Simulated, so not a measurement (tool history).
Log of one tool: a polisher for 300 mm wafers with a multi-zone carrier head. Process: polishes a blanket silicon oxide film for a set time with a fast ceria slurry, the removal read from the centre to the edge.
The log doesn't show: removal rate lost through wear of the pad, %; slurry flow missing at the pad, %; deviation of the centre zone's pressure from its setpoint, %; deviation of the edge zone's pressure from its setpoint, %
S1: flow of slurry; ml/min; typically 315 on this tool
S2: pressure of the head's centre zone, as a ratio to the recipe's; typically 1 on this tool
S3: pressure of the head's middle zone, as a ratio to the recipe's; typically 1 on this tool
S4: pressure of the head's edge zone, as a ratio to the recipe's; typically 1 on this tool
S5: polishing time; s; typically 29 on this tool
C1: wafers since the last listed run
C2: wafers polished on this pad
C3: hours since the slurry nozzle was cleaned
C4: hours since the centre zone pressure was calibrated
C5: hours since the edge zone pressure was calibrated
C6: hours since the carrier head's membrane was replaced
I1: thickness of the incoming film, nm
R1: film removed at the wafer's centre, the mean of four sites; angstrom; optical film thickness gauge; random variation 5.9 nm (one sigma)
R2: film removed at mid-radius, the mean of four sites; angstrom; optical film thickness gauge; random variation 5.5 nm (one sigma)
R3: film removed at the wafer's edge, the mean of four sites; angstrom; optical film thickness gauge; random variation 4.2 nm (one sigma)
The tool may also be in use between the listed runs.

run   hour   S1    S2    S3    S4  S5   C1    C2     C3     C4     C5     C6      I1    R1    R2    R3
  1      0  315     1     1     1  29    0   562   80.2  743.9   65.7  119.9  1775.6  4726  4856  4976
  2   16.7  315     1  0.95     1  35  227   790   96.9  760.6   82.4  136.6  1760.6  5479  5640  5903
  3   33.1  270  1.11     1     1  29  223  1014  113.3    777   98.8    153    1771  4863  4798  4768
  4   51.7  405     1   1.1     1  29  253  1268  131.9  795.6  117.4  171.6  1770.1  4460  4991  4714
  5   61.2  315  0.92     1     1  29  129  1397  141.4  805.1  126.9  181.1  1736.6  4023  4637  4651
      77.2  -- worn pad replaced by a new one
  6   77.7  315     1  0.92     1  33  170     7  157.9  821.6  143.4  197.6  1761.9  5518  5610  5949
  7   79.6  360  0.91  1.11     1  22   25    33  159.8  823.5  145.3  199.5  1780.3  3353  4270  3985
      84.2  -- centre zone pressure recalibrated
  8  106.3  315   1.1     1  1.08  29  337   370  186.5   22.1    172  226.2  1756.2  5553  5029  5255
  9  112.8  315     1     1     1  29   88   458    193   28.6  178.5  232.7  1791.1  5138  5059  5041
 10  129.8  315     1  1.04     1  29  232   690    210   45.6  195.5  249.7  1764.2  4959  5143  4893
 11  141.8  220     1  1.06     1  29  163   854    222   57.6  207.5  261.7  1769.3  4751  5026  4879
 12  159.1  315     1  0.95     1  35  236  1090  239.3   74.9  224.8    279    1772  5730  5637  5808
 13  171.6  315     1     1     1  29  170  1261  251.8   87.4  237.3  291.5  1758.4  4718  4807  4814
 14    178  315   1.1     1  1.08  29   87  1348  258.2   93.8  243.7  297.9  1745.9  5039  4692  4871
 15  184.3  245     1  0.94     1  29   85  1434  264.5  100.1    250  304.2  1769.4  4605  4303  4719
     191.5  -- worn pad replaced by a new one
 16  195.2  215  0.91  1.11     1  29   94    50  275.4    111  260.9  315.1  1752.3  4533  5439  5141
 17  207.6  315     1     1     1  29  169   219  287.8  123.4  273.3  327.5  1752.5  5048  5156  5215
 18  219.7  315  1.09     1  1.08  22  165   384  299.9  135.5  285.4  339.6  1758.8  4102  3865  3952
 19  228.4  395     1  1.07     1  29  118   503  308.6  144.2  294.1  348.3  1755.1  4938  5464  5100
 20  243.9  315     1     1  1.09  29  211   714  324.1  159.7  309.6  363.8  1777.5  4869  4930  5127
 21  260.9  395  1.06     1  1.07  22  232   946  341.1  176.7  326.6  380.8  1748.6  3872  3719  3814

Alternative continuations, all from the tool just after run 21; predict every row:
  A  261.3  205     1     1     1  29   5  952  341.5  177.1  327  381.2  1742.6   ?   ?   ?
  B  261.3  255     1     1  1.06  32   5  952  341.5  177.1  327  381.2  1742.6   ?   ?   ?
  C  261.3  315     1     1  0.88  26   5  952  341.5  177.1  327  381.2  1742.6   ?   ?   ?
  D  261.3  395  0.89  0.92     1  29   5  952  341.5  177.1  327  381.2  1742.6   ?   ?   ?
  E  261.3  315  0.96     1     1  35   5  952  341.5  177.1  327  381.2  1742.6   ?   ?   ?

run    R1    R2    R3
  A  4607  4726  4838
  B  5155  5280  5522
  C  4245  4343  4203
  D  4279  4617  4982
  E  5490  5846  5950
What these runs would have given with no unlogged condition in the tool:
run    R1    R2    R3
  A  5203  5097  5220
  B  5822  5695  5958
  C  4793  4684  4535
  D  4835  4980  5375
  E  6201  6306  6420
